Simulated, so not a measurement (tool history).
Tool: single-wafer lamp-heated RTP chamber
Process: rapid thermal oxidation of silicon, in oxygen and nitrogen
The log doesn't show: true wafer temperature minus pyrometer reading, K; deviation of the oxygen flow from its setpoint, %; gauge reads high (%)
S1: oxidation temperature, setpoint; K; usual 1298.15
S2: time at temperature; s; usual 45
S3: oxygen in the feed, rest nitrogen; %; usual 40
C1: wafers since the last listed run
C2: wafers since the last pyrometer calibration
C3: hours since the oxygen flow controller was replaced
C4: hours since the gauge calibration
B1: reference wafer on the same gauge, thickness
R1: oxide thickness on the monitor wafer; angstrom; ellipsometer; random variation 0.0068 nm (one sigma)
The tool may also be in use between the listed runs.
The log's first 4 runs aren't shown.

Run 5, day 1.8: usual settings but S3 54 %; C1 134; C2 3901; C3 5926; C4 542.8; B1 4.192. Result: R1 50.53 angstrom.
At day 3.804: oxygen flow controller replaced.
Run 6, day 3.979: usual settings; C1 382; C2 4284; C3 4.2; C4 595.1; B1 4.193. Result: R1 45.8 angstrom.
At day 4.304: gauge calibrated.
Run 7, day 4.625: usual settings; C1 133; C2 4418; C3 19.7; C4 7.7; B1 4.19. Result: R1 45.76 angstrom.
Run 8, day 5.167: usual settings but S2 58 s; C1 112; C2 4530; C3 32.7; C4 20.7; B1 4.187. Result: R1 50.85 angstrom.
Run 9, day 5.688: usual settings but S2 58 s; C1 108; C2 4638; C3 45.2; C4 33.2; B1 4.191. Result: R1 50.91 angstrom.
Run 10, day 6.288: usual settings; C1 124; C2 4763; C3 59.6; C4 47.6; B1 4.191. Result: R1 45.69 angstrom.
Run 11, day 6.821: usual settings; C1 110; C2 4873; C3 72.4; C4 60.4; B1 4.194. Result: R1 45.82 angstrom.
Run 12, day 7.4: usual settings; C1 120; C2 4993; C3 86.3; C4 74.3; B1 4.189. Result: R1 45.7 angstrom.
Run 13, day 8.271: usual settings; C1 180; C2 5174; C3 107.2; C4 95.2; B1 4.191. Result: R1 45.74 angstrom.
Run 14, day 8.583: usual settings; C1 64; C2 5239; C3 114.7; C4 102.7; B1 4.189. Result: R1 45.75 angstrom.
Run 15, day 9.3: usual settings; C1 148; C2 5387; C3 131.9; C4 119.9; B1 4.19. Result: R1 45.8 angstrom.
Run 16, day 9.95: usual settings but S3 54 %; C1 134; C2 5522; C3 147.5; C4 135.5; B1 4.19. Result: R1 50.52 angstrom.
At day 10.296: pyrometer window cleaned and pyrometer calibrated.
Run 17, day 10.546: usual settings; C1 54; C2 52; C3 161.8; C4 149.8; B1 4.189. Result: R1 45.57 angstrom.
Run 18, day 11.129: usual settings but S1 1272.15 K, S2 53 s, S3 18 %; C1 120; C2 173; C3 175.8; C4 163.8; B1 4.19. Result: R1 32.87 angstrom.
Run 19, day 11.654: usual settings; C1 108; C2 281; C3 188.4; C4 176.4; B1 4.193. Result: R1 45.55 angstrom.
Run 20, day 12.117: usual settings but S2 28 s, S3 54 %; C1 95; C2 377; C3 199.5; C4 187.5; B1 4.192. Result: R1 41.54 angstrom.
Run 21, day 12.8: usual settings but S1 1320.15 K; C1 141; C2 519; C3 215.9; C4 203.9; B1 4.192. Result: R1 52.74 angstrom.
Run 22, day 13.488: usual settings but S2 67 s, S3 18 %; C1 142; C2 662; C3 232.4; C4 220.4; B1 4.188. Result: R1 41.59 angstrom.
Run 23, day 14.046: usual settings but S1 1288.15 K, S3 69 %; C1 115; C2 777; C3 245.8; C4 233.8; B1 4.189. Result: R1 51.08 angstrom.
Run 24, day 14.683: usual settings but S1 1269.15 K, S2 62 s, S3 51 %; C1 132; C2 910; C3 261.1; C4 249.1; B1 4.188. Result: R1 46.37 angstrom.
Run 25, day 15.108: usual settings; C1 88; C2 998; C3 271.3; C4 259.3; B1 4.189. Result: R1 45.65 angstrom.
Run 26, day 15.558: usual settings but S3 53 %; C1 93; C2 1091; C3 282.1; C4 270.1; B1 4.188. Result: R1 50.15 angstrom.

The next listed run, before its measurement:
Run 27, day 15.858: usual settings but S1 1282.15 K, S3 17 %; C1 62; C2 1153; C3 289.3; C4 277.3; B1 ?. Result: R1 ?.

{"run 27": {"B1": 4.193, "R1": 32.29}}
Without the tool's hidden state the same run would have given R1 32.27 angstrom.

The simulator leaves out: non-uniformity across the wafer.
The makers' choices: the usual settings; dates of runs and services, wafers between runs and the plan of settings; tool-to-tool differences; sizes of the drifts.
